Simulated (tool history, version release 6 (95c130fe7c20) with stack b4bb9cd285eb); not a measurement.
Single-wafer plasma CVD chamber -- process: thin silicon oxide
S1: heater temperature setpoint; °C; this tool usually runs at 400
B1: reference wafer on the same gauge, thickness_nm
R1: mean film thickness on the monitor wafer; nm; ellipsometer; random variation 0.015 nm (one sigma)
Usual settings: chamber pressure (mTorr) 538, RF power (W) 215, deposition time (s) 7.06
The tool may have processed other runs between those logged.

run 1 hour=0.0 | S1=400 chamber_pressure_(mTorr)=538 RF_power_(W)=215 deposition_time_(s)=7.06 | B1=5.990 | R1=7.227
run 2 hour=94.4 | S1=400 chamber_pressure_(mTorr)=538 RF_power_(W)=215 deposition_time_(s)=7.06 | B1=5.992 | R1=7.245
run 3 hour=244.1 | S1=400 chamber_pressure_(mTorr)=538 RF_power_(W)=215 deposition_time_(s)=6.49 | B1=5.987 | R1=6.643
run 4 hour=329.0 | S1=400 chamber_pressure_(mTorr)=538 RF_power_(W)=215 deposition_time_(s)=6.49 | B1=5.994 | R1=6.630
run 5 hour=415.2 | S1=400 chamber_pressure_(mTorr)=538 RF_power_(W)=215 deposition_time_(s)=6.49 | B1=5.992 | R1=6.638
run 6 hour=521.5 | S1=400 chamber_pressure_(mTorr)=538 RF_power_(W)=215 deposition_time_(s)=7.06 | B1=5.997 | R1=7.235
run 7 hour=613.4 | S1=400 chamber_pressure_(mTorr)=538 RF_power_(W)=215 deposition_time_(s)=7.06 | B1=5.991 | R1=7.227
run 8 hour=692.5 | S1=400 chamber_pressure_(mTorr)=538 RF_power_(W)=215 deposition_time_(s)=7.06 | B1=5.986 | R1=7.195
run 9 hour=764.4 | S1=400 chamber_pressure_(mTorr)=499 RF_power_(W)=215 deposition_time_(s)=7.06 | B1=5.990 | R1=6.686
run 10 hour=854.8 | S1=400 chamber_pressure_(mTorr)=499 RF_power_(W)=215 deposition_time_(s)=7.06 | B1=5.987 | R1=6.677
-- hour=910.0 showerhead replaced
run 11 hour=957.5 | S1=400 chamber_pressure_(mTorr)=499 RF_power_(W)=215 deposition_time_(s)=7.06 | B1=5.993 | R1=6.699
run 12 hour=1028.5 | S1=400 chamber_pressure_(mTorr)=538 RF_power_(W)=215 deposition_time_(s)=7.06 | B1=5.993 | R1=7.210
run 13 hour=1073.9 | S1=400 chamber_pressure_(mTorr)=538 RF_power_(W)=215 deposition_time_(s)=7.06 | B1=5.993 | R1=7.190
run 14 hour=1115.9 | S1=393 chamber_pressure_(mTorr)=538 RF_power_(W)=215 deposition_time_(s)=6.07 | B1=5.987 | R1=6.213
run 15 hour=1193.7 | S1=400 chamber_pressure_(mTorr)=449 RF_power_(W)=185 deposition_time_(s)=7.06 | B1=5.990 | R1=5.224
-- hour=1239.2 thermocouple changed; heater temperature recalibrated
-- hour=1271.4 capacitance manometer re-zeroed and calibrated
run 16 hour=1283.0 | S1=400 chamber_pressure_(mTorr)=652 RF_power_(W)=215 deposition_time_(s)=7.06 | B1=5.992 | R1=8.740
run 17 hour=1320.2 | S1=400 chamber_pressure_(mTorr)=538 RF_power_(W)=215 deposition_time_(s)=7.06 | B1=5.991 | R1=7.238
run 18 hour=1414.1 | S1=387 chamber_pressure_(mTorr)=495 RF_power_(W)=215 deposition_time_(s)=8.09 | B1=5.987 | R1=7.714
run 19 hour=1478.6 | S1=407 chamber_pressure_(mTorr)=458 RF_power_(W)=185 deposition_time_(s)=6.40 | B1=5.989 | R1=4.860
run 20 hour=1580.8 | S1=400 chamber_pressure_(mTorr)=538 RF_power_(W)=215 deposition_time_(s)=6.57 | B1=5.989 | R1=6.752
-- hour=1584.1 gauge calibrated
run 21 hour=1638.2 | S1=386 chamber_pressure_(mTorr)=538 RF_power_(W)=175 deposition_time_(s)=7.06 | B1=5.987 | R1=6.001
run 22 hour=1708.7 | S1=400 chamber_pressure_(mTorr)=538 RF_power_(W)=215 deposition_time_(s)=7.06 | B1=5.984 | R1=7.204
run 23 hour=1777.6 | S1=395 chamber_pressure_(mTorr)=538 RF_power_(W)=240 deposition_time_(s)=6.35 | B1=5.987 | R1=7.090
run 24 hour=1864.2 | S1=400 chamber_pressure_(mTorr)=538 RF_power_(W)=215 deposition_time_(s)=6.49 | B1=5.991 | R1=6.640
-- hour=1889.6 RF generator calibrated
run 25 hour=1917.8 | S1=400 chamber_pressure_(mTorr)=613 RF_power_(W)=215 deposition_time_(s)=7.06 | B1=5.993 | R1=8.237
run 26 hour=2234.9 | S1=400 chamber_pressure_(mTorr)=538 RF_power_(W)=215 deposition_time_(s)=7.06 | B1=5.987 | R1=7.258
run 27 hour=2335.0 | S1=400 chamber_pressure_(mTorr)=420 RF_power_(W)=240 deposition_time_(s)=8.27 | B1=5.991 | R1=7.123
run 28 hour=2414.2 | S1=400 chamber_pressure_(mTorr)=538 RF_power_(W)=215 deposition_time_(s)=7.06 | B1=5.985 | R1=7.207
run 29 hour=2462.3 | S1=400 chamber_pressure_(mTorr)=538 RF_power_(W)=215 deposition_time_(s)=7.06 | B1=5.986 | R1=7.224

Below are 4 alternative next runs, each starting from the tool's condition after run 29. Predict each:
run A hour=2462.7 | S1=400 chamber_pressure_(mTorr)=538 RF_power_(W)=195 deposition_time_(s)=7.06 | B1=? | R1=?
run B hour=2462.7 | S1=395 chamber_pressure_(mTorr)=451 RF_power_(W)=215 deposition_time_(s)=7.06 | B1=? | R1=?
run C hour=2462.7 | S1=394 chamber_pressure_(mTorr)=409 RF_power_(W)=215 deposition_time_(s)=5.67 | B1=? | R1=?
run D hour=2462.7 | S1=404 chamber_pressure_(mTorr)=650 RF_power_(W)=215 deposition_time_(s)=5.98 | B1=? | R1=?

run=A B1=5.987 R1=6.615
run=B B1=5.987 R1=6.057
run=C B1=5.987 R1=4.395
run=D B1=5.987 R1=7.348
Had the tool no hidden state, the same runs would have come out as:
run=A R1=6.665
run=B R1=6.107
run=C R1=4.430
run=D R1=7.402
